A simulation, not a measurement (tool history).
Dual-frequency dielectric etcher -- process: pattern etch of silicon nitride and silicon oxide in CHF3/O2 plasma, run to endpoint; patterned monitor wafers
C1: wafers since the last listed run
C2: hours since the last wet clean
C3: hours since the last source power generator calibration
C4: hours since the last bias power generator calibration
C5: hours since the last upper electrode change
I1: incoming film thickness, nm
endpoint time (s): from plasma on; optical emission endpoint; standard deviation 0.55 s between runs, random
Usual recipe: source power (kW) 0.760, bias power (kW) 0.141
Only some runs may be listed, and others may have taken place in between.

run 1 hour=0.0 | source_power_(kW)=0.760 bias_power_(kW)=0.159 | C1=0 C2=71.8 C3=638.6 C4=2451.1 C5=1768.5 | I1=262.1 | endpoint_time_(s)=172.3
run 2 hour=58.6 | source_power_(kW)=0.760 bias_power_(kW)=0.159 | C1=445 C2=130.4 C3=697.2 C4=2509.7 C5=1827.1 | I1=259.1 | endpoint_time_(s)=170.7
run 3 hour=142.5 | source_power_(kW)=0.760 bias_power_(kW)=0.141 | C1=637 C2=214.3 C3=781.1 C4=2593.6 C5=1911.0 | I1=259.6 | endpoint_time_(s)=178.9
run 4 hour=208.0 | source_power_(kW)=0.760 bias_power_(kW)=0.141 | C1=497 C2=279.8 C3=846.6 C4=2659.1 C5=1976.5 | I1=262.7 | endpoint_time_(s)=181.8
run 5 hour=295.4 | source_power_(kW)=0.760 bias_power_(kW)=0.161 | C1=664 C2=367.2 C3=934.0 C4=2746.5 C5=2063.9 | I1=262.0 | endpoint_time_(s)=170.5
run 6 hour=350.1 | source_power_(kW)=0.760 bias_power_(kW)=0.161 | C1=415 C2=421.9 C3=988.7 C4=2801.2 C5=2118.6 | I1=257.3 | endpoint_time_(s)=167.8
run 7 hour=402.6 | source_power_(kW)=0.760 bias_power_(kW)=0.161 | C1=399 C2=474.4 C3=1041.2 C4=2853.7 C5=2171.1 | I1=259.3 | endpoint_time_(s)=167.8
run 8 hour=505.2 | source_power_(kW)=0.760 bias_power_(kW)=0.141 | C1=779 C2=577.0 C3=1143.8 C4=2956.3 C5=2273.7 | I1=259.0 | endpoint_time_(s)=176.7
run 9 hour=544.0 | source_power_(kW)=0.760 bias_power_(kW)=0.141 | C1=294 C2=615.8 C3=1182.6 C4=2995.1 C5=2312.5 | I1=258.4 | endpoint_time_(s)=176.0
run 10 hour=586.9 | source_power_(kW)=0.760 bias_power_(kW)=0.141 | C1=326 C2=658.7 C3=1225.5 C4=3038.0 C5=2355.4 | I1=258.0 | endpoint_time_(s)=175.1
-- hour=635.0 wet clean of the chamber
run 11 hour=688.2 | source_power_(kW)=0.760 bias_power_(kW)=0.141 | C1=587 C2=53.2 C3=1326.8 C4=3139.3 C5=2456.7 | I1=257.9 | endpoint_time_(s)=179.3
run 12 hour=784.2 | source_power_(kW)=0.760 bias_power_(kW)=0.141 | C1=729 C2=149.2 C3=1422.8 C4=3235.3 C5=2552.7 | I1=258.2 | endpoint_time_(s)=178.8
run 13 hour=823.9 | source_power_(kW)=0.760 bias_power_(kW)=0.141 | C1=301 C2=188.9 C3=1462.5 C4=3275.0 C5=2592.4 | I1=256.2 | endpoint_time_(s)=176.5
run 14 hour=908.0 | source_power_(kW)=0.580 bias_power_(kW)=0.166 | C1=639 C2=273.0 C3=1546.6 C4=3359.1 C5=2676.5 | I1=260.7 | endpoint_time_(s)=191.1
run 15 hour=1004.3 | source_power_(kW)=0.760 bias_power_(kW)=0.141 | C1=731 C2=369.3 C3=1642.9 C4=3455.4 C5=2772.8 | I1=260.7 | endpoint_time_(s)=178.3
-- hour=1085.6 source power generator calibrated
run 16 hour=1089.2 | source_power_(kW)=0.590 bias_power_(kW)=0.132 | C1=614 C2=454.2 C3=3.6 C4=3540.3 C5=2857.7 | I1=258.1 | endpoint_time_(s)=200.8
run 17 hour=1152.2 | source_power_(kW)=0.760 bias_power_(kW)=0.110 | C1=478 C2=517.2 C3=66.6 C4=3603.3 C5=2920.7 | I1=260.1 | endpoint_time_(s)=192.8
run 18 hour=1232.1 | source_power_(kW)=0.760 bias_power_(kW)=0.141 | C1=607 C2=597.1 C3=146.5 C4=3683.2 C5=3000.6 | I1=259.5 | endpoint_time_(s)=173.3
-- hour=1375.9 wet clean of the chamber
run 19 hour=1539.4 | source_power_(kW)=0.580 bias_power_(kW)=0.120 | C1=2153 C2=163.5 C3=453.8 C4=3990.5 C5=3307.9 | I1=257.4 | endpoint_time_(s)=215.1
run 20 hour=1632.0 | source_power_(kW)=0.680 bias_power_(kW)=0.128 | C1=703 C2=256.1 C3=546.4 C4=4083.1 C5=3400.5 | I1=258.1 | endpoint_time_(s)=192.8
run 21 hour=1690.1 | source_power_(kW)=0.610 bias_power_(kW)=0.163 | C1=441 C2=314.2 C3=604.5 C4=4141.2 C5=3458.6 | I1=256.2 | endpoint_time_(s)=183.0
-- hour=1731.6 upper electrode replaced
run 22 hour=1732.1 | source_power_(kW)=0.760 bias_power_(kW)=0.141 | C1=136 C2=356.2 C3=646.5 C4=4183.2 C5=0.5 | I1=257.7 | endpoint_time_(s)=174.6
run 23 hour=1777.1 | source_power_(kW)=0.850 bias_power_(kW)=0.141 | C1=342 C2=401.2 C3=691.5 C4=4228.2 C5=45.5 | I1=258.4 | endpoint_time_(s)=166.7
-- hour=1864.0 bias power generator calibrated
run 24 hour=2016.6 | source_power_(kW)=0.760 bias_power_(kW)=0.117 | C1=1790 C2=640.7 C3=931.0 C4=152.6 C5=285.0 | I1=258.0 | endpoint_time_(s)=187.0
run 25 hour=2077.2 | source_power_(kW)=0.760 bias_power_(kW)=0.141 | C1=460 C2=701.3 C3=991.6 C4=213.2 C5=345.6 | I1=260.7 | endpoint_time_(s)=175.2
-- hour=2137.4 wet clean of the chamber
run 26 hour=2137.9 | source_power_(kW)=0.760 bias_power_(kW)=0.141 | C1=278 C2=0.5 C3=1052.3 C4=273.9 C5=406.3 | I1=260.1 | endpoint_time_(s)=181.5
run 27 hour=2188.0 | source_power_(kW)=0.760 bias_power_(kW)=0.141 | C1=380 C2=50.6 C3=1102.4 C4=324.0 C5=456.4 | I1=259.0 | endpoint_time_(s)=181.4
run 28 hour=2251.2 | source_power_(kW)=0.880 bias_power_(kW)=0.155 | C1=480 C2=113.8 C3=1165.6 C4=387.2 C5=519.6 | I1=258.9 | endpoint_time_(s)=161.6
run 29 hour=2556.3 | source_power_(kW)=0.610 bias_power_(kW)=0.163 | C1=2319 C2=418.9 C3=1470.7 C4=692.3 C5=824.7 | I1=259.9 | endpoint_time_(s)=187.3
run 30 hour=2601.6 | source_power_(kW)=0.760 bias_power_(kW)=0.141 | C1=344 C2=464.2 C3=1516.0 C4=737.6 C5=870.0 | I1=258.0 | endpoint_time_(s)=176.3
run 31 hour=2678.7 | source_power_(kW)=0.860 bias_power_(kW)=0.125 | C1=586 C2=541.3 C3=1593.1 C4=814.7 C5=947.1 | I1=258.3 | endpoint_time_(s)=174.0
run 32 hour=2747.9 | source_power_(kW)=0.760 bias_power_(kW)=0.113 | C1=525 C2=610.5 C3=1662.3 C4=883.9 C5=1016.3 | I1=256.5 | endpoint_time_(s)=190.5
run 33 hour=2855.7 | source_power_(kW)=0.850 bias_power_(kW)=0.123 | C1=819 C2=718.3 C3=1770.1 C4=991.7 C5=1124.1 | I1=259.8 | endpoint_time_(s)=176.5
-- hour=2922.4 wet clean of the chamber
run 34 hour=2960.9 | source_power_(kW)=0.590 bias_power_(kW)=0.106 | C1=617 C2=38.5 C3=1875.3 C4=1096.9 C5=1229.3 | I1=259.3 | endpoint_time_(s)=229.9

Forecast each of these 5 alternatives for the next run:
run A hour=2961.4 | source_power_(kW)=0.760 bias_power_(kW)=0.141 | C1=3 C2=39.0 C3=1875.8 C4=1097.4 C5=1229.8 | I1=257.6 | endpoint_time_(s)=?
run B hour=2961.4 | source_power_(kW)=0.760 bias_power_(kW)=0.124 | C1=3 C2=39.0 C3=1875.8 C4=1097.4 C5=1229.8 | I1=257.6 | endpoint_time_(s)=?
run C hour=2961.4 | source_power_(kW)=0.940 bias_power_(kW)=0.141 | C1=3 C2=39.0 C3=1875.8 C4=1097.4 C5=1229.8 | I1=257.6 | endpoint_time_(s)=?
run D hour=2961.4 | source_power_(kW)=0.680 bias_power_(kW)=0.117 | C1=3 C2=39.0 C3=1875.8 C4=1097.4 C5=1229.8 | I1=257.6 | endpoint_time_(s)=?
run E hour=2961.4 | source_power_(kW)=0.940 bias_power_(kW)=0.163 | C1=3 C2=39.0 C3=1875.8 C4=1097.4 C5=1229.8 | I1=257.6 | endpoint_time_(s)=?

run=A endpoint_time_(s)=179.6
run=B endpoint_time_(s)=189.0
run=C endpoint_time_(s)=162.5
run=D endpoint_time_(s)=204.4
run=E endpoint_time_(s)=153.5
Stripped of hidden state, with their random variation kept, the same runs would have yielded:
run=A endpoint_time_(s)=175.8
run=B endpoint_time_(s)=185.0
run=C endpoint_time_(s)=159.0
run=D endpoint_time_(s)=200.0
run=E endpoint_time_(s)=150.3
